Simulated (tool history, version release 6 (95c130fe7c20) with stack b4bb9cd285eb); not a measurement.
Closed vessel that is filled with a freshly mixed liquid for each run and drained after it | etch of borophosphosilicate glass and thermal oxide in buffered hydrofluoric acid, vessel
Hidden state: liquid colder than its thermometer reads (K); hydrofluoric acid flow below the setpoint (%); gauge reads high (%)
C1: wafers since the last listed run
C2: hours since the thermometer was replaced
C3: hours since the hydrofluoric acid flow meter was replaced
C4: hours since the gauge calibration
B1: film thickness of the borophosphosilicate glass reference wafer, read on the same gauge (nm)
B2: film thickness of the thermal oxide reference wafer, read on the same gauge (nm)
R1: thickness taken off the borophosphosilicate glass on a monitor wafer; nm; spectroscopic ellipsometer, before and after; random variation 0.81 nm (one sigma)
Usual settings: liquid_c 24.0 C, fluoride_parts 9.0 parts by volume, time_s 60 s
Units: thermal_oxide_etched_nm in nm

Run 1, hour 0.0: usual settings but liquid_c 20.5 C; C1 0; C2 1207.1; C3 310.3; C4 1372.7; B1 150.00; B2 139.98. Result: R1 78.61 nm, thermal_oxide_etched_nm 61.52 nm.
Run 2, hour 116.4: usual settings but liquid_c 26.0 C, fluoride_parts 5.5 parts by volume, time_s 30 s; C1 13629; C2 1323.5; C3 426.7; C4 1489.1; B1 149.99; B2 140.01. Result: R1 85.50 nm, thermal_oxide_etched_nm 67.17 nm.
Run 3, hour 202.6: usual settings but fluoride_parts 7.5 parts by volume, time_s 85 s; C1 10093; C2 1409.7; C3 512.9; C4 1575.3; B1 150.01; B2 140.05. Result: R1 160.71 nm, thermal_oxide_etched_nm 128.07 nm.
Run 4, hour 261.1: usual settings; C1 6850; C2 1468.2; C3 571.4; C4 1633.8; B1 150.01; B2 139.98. Result: R1 94.66 nm, thermal_oxide_etched_nm 74.30 nm.
At hour 283.1: thermometer replaced.
Run 5, hour 364.8: usual settings but fluoride_parts 8.0 parts by volume; C1 12025; C2 81.7; C3 675.1; C4 1737.5; B1 150.01; B2 140.03. Result: R1 105.67 nm, thermal_oxide_etched_nm 83.58 nm.
Run 6, hour 411.7: usual settings; C1 5491; C2 128.6; C3 722.0; C4 1784.4; B1 150.02; B2 139.99. Result: R1 93.48 nm, thermal_oxide_etched_nm 74.63 nm.
Run 7, hour 467.5: usual settings but time_s 50 s; C1 6533; C2 184.4; C3 777.8; C4 1840.2; B1 150.02; B2 139.99. Result: R1 78.11 nm, thermal_oxide_etched_nm 61.83 nm.
Run 8, hour 537.1: usual settings but liquid_c 20.0 C, time_s 30 s; C1 8149; C2 254.0; C3 847.4; C4 1909.8; B1 149.99; B2 140.01. Result: R1 37.59 nm, thermal_oxide_etched_nm 29.64 nm.
Run 9, hour 609.5: usual settings but liquid_c 25.5 C, fluoride_parts 7.0 parts by volume, time_s 30 s; C1 8477; C2 326.4; C3 919.8; C4 1982.2; B1 149.98; B2 139.97. Result: R1 67.00 nm, thermal_oxide_etched_nm 51.36 nm.
Run 10, hour 704.7: usual settings but liquid_c 19.0 C, fluoride_parts 6.0 parts by volume; C1 11147; C2 421.6; C3 1015.0; C4 2077.4; B1 150.00; B2 139.97. Result: R1 106.50 nm, thermal_oxide_etched_nm 83.07 nm.
At hour 764.0: gauge calibrated.
Run 11, hour 811.9: usual settings but liquid_c 21.5 C, fluoride_parts 6.0 parts by volume, time_s 80 s; C1 12552; C2 528.8; C3 1122.2; C4 47.9; B1 150.01; B2 139.94. Result: R1 161.61 nm, thermal_oxide_etched_nm 126.81 nm.
Run 12, hour 917.4: usual settings but liquid_c 28.5 C; C1 12353; C2 634.3; C3 1227.7; C4 153.4; B1 150.00; B2 140.00. Result: R1 118.84 nm, thermal_oxide_etched_nm 92.82 nm.
Run 13, hour 1002.4: usual settings but liquid_c 26.5 C, fluoride_parts 10.0 parts by volume, time_s 80 s; C1 9953; C2 719.3; C3 1312.7; C4 238.4; B1 150.01; B2 139.97. Result: R1 128.28 nm, thermal_oxide_etched_nm 102.05 nm.
Run 14, hour 1066.6: usual settings; C1 7517; C2 783.5; C3 1376.9; C4 302.6; B1 150.00; B2 140.00. Result: R1 92.53 nm, thermal_oxide_etched_nm 73.23 nm.
Run 15, hour 1221.7: usual settings but liquid_c 26.0 C, fluoride_parts 8.0 parts by volume, time_s 95 s; C1 18161; C2 938.6; C3 1532.0; C4 457.7; B1 149.99; B2 139.96. Result: R1 183.12 nm, thermal_oxide_etched_nm 142.26 nm.
Run 16, hour 1288.4: usual settings; C1 7810; C2 1005.3; C3 1598.7; C4 524.4; B1 150.01; B2 139.99. Result: R1 91.50 nm, thermal_oxide_etched_nm 72.83 nm.
Run 17, hour 1391.7: usual settings but liquid_c 19.5 C, fluoride_parts 11.5 parts by volume, time_s 75 s; C1 12095; C2 1108.6; C3 1702.0; C4 627.7; B1 149.98; B2 140.00. Result: R1 71.70 nm, thermal_oxide_etched_nm 56.54 nm.
Run 18, hour 1429.0: usual settings; C1 4367; C2 1145.9; C3 1739.3; C4 665.0; B1 150.00; B2 139.99. Result: R1 91.79 nm, thermal_oxide_etched_nm 72.56 nm.
At hour 1452.3: hydrofluoric acid flow meter replaced.
Run 19, hour 1469.5: usual settings but time_s 30 s; C1 4625; C2 1186.4; C3 17.2; C4 705.5; B1 150.01; B2 139.98. Result: R1 48.89 nm, thermal_oxide_etched_nm 37.67 nm.
Run 20, hour 1543.7: usual settings; C1 8688; C2 1260.6; C3 91.4; C4 779.7; B1 149.99; B2 140.00. Result: R1 94.83 nm, thermal_oxide_etched_nm 74.88 nm.
Run 21, hour 1645.6: usual settings but liquid_c 26.5 C, time_s 30 s; C1 11931; C2 1362.5; C3 193.3; C4 881.6; B1 150.00; B2 140.03. Result: R1 55.37 nm, thermal_oxide_etched_nm 43.17 nm.
Run 22, hour 1729.0: usual settings but liquid_c 21.5 C; C1 9765; C2 1445.9; C3 276.7; C4 965.0; B1 150.03; B2 140.02. Result: R1 84.07 nm, thermal_oxide_etched_nm 65.50 nm.
Run 23, hour 1842.6: usual settings but liquid_c 26.5 C, fluoride_parts 10.0 parts by volume, time_s 80 s; C1 13301; C2 1559.5; C3 390.3; C4 1078.6; B1 150.00; B2 140.05. Result: R1 134.68 nm, thermal_oxide_etched_nm 106.57 nm.
Run 24, hour 1895.9: usual settings; C1 6241; C2 1612.8; C3 443.6; C4 1131.9; B1 149.98; B2 139.95. Result: R1 94.83 nm, thermal_oxide_etched_nm 75.05 nm.

5 ways to go on from here, each from the tool as it stands after run 24. What would each give?
Run A, hour 1896.6: usual settings but liquid_c 19.5 C; C1 81; C2 1613.5; C3 444.3; C4 1132.6; B1 ?; B2 ?. Result: R1 ?, thermal_oxide_etched_nm ?.
Run B, hour 1896.6: usual settings but fluoride_parts 10.5 parts by volume, time_s 35 s; C1 81; C2 1613.5; C3 444.3; C4 1132.6; B1 ?; B2 ?. Result: R1 ?, thermal_oxide_etched_nm ?.
Run C, hour 1896.6: usual settings but liquid_c 29.0 C, fluoride_parts 7.5 parts by volume, time_s 40 s; C1 81; C2 1613.5; C3 444.3; C4 1132.6; B1 ?; B2 ?. Result: R1 ?, thermal_oxide_etched_nm ?.
Run D, hour 1896.6: usual settings but liquid_c 27.5 C, fluoride_parts 7.5 parts by volume, time_s 50 s; C1 81; C2 1613.5; C3 444.3; C4 1132.6; B1 ?; B2 ?. Result: R1 ?, thermal_oxide_etched_nm ?.
Run E, hour 1896.6: usual settings but time_s 40 s; C1 81; C2 1613.5; C3 444.3; C4 1132.6; B1 ?; B2 ?. Result: R1 ?, thermal_oxide_etched_nm ?.

run      B1      B2      R1  thermal_oxide_etched_nm
  A  150.00  140.00   73.96                    58.49
  B  150.00  140.00   48.85                    38.80
  C  150.00  140.00   99.45                    78.98
  D  150.00  140.00  114.91                    91.19
  E  150.00  140.00   63.04                    50.01
Without the tool's hidden state the same runs would have given:
run      R1  thermal_oxide_etched_nm
  A   74.85                    59.18
  B   49.76                    39.52
  C  101.50                    80.60
  D  117.29                    93.06
  E   63.80                    50.61
